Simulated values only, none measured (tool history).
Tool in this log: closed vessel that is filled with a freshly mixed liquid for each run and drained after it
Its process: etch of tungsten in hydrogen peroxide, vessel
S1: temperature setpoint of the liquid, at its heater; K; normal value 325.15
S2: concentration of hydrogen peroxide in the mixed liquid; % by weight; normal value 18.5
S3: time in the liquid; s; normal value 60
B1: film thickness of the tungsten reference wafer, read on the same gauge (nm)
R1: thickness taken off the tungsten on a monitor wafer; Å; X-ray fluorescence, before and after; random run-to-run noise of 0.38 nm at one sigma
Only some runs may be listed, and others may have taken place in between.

run,hour,S1,S2,S3,B1,R1
1,0.0,325.15,18.5,60,58.97,995.0
2,30.1,325.15,18.5,60,58.89,994.5
3,53.6,322.65,18.5,60,58.90,849.6
4,66.0,322.65,18.5,60,58.85,850.6
5,99.8,322.65,18.5,60,58.84,854.5
6,112.0,325.15,18.5,60,58.81,991.8
7,128.1,325.15,18.5,60,58.75,991.2
8,148.0,325.15,18.5,60,58.70,980.2
9,161.7,325.15,18.5,60,58.75,991.7
10,266.9,325.15,18.5,60,58.67,987.4
11,294.6,325.15,18.5,60,58.58,990.4
# hour 310.9: new drum of peroxide connected
12,326.2,325.15,18.5,60,58.61,985.5
13,348.9,325.15,18.5,60,58.55,986.6
14,365.8,325.15,18.5,60,58.58,985.6
# hour 374.1: peroxide flow meter replaced
15,388.3,325.15,18.5,60,58.55,981.7
16,410.2,325.15,16.5,60,58.53,928.5
# hour 423.4: thermometer replaced
17,426.7,325.15,16.5,60,58.58,933.6
# hour 430.5: gauge calibrated
18,455.5,322.15,22.5,40,59.87,617.6
19,485.2,328.65,18.5,60,59.75,1244.1
20,515.9,325.15,18.5,60,59.60,1013.2
21,542.8,325.15,18.5,60,59.50,997.3
22,598.9,325.15,21.5,60,59.33,1083.1
23,619.2,335.15,13.0,60,59.28,1509.5
24,632.0,334.15,16.0,60,59.26,1582.4
25,655.6,317.65,15.0,95,59.16,899.8
26,676.3,325.15,18.5,60,59.16,1003.9
27,693.1,318.65,16.0,45,59.09,463.7
28,713.8,325.15,18.5,60,59.06,993.8

Each row is a separate what-if for the run after 28, all from the same tool condition, not one after another. Results?
A,714.5,325.15,18.5,60,?,?
B,714.5,325.15,15.0,60,?,?
C,714.5,325.15,16.0,90,?,?
D,714.5,325.15,18.5,75,?,?

run,B1,R1
A,59.01,988.7
B,59.01,890.3
C,59.01,1379.3
D,59.01,1235.9
With the hidden condition removed and each run's random variation left untouched, the same runs would have given:
run,R1
A,1004.7
B,904.7
C,1401.6
D,1255.9

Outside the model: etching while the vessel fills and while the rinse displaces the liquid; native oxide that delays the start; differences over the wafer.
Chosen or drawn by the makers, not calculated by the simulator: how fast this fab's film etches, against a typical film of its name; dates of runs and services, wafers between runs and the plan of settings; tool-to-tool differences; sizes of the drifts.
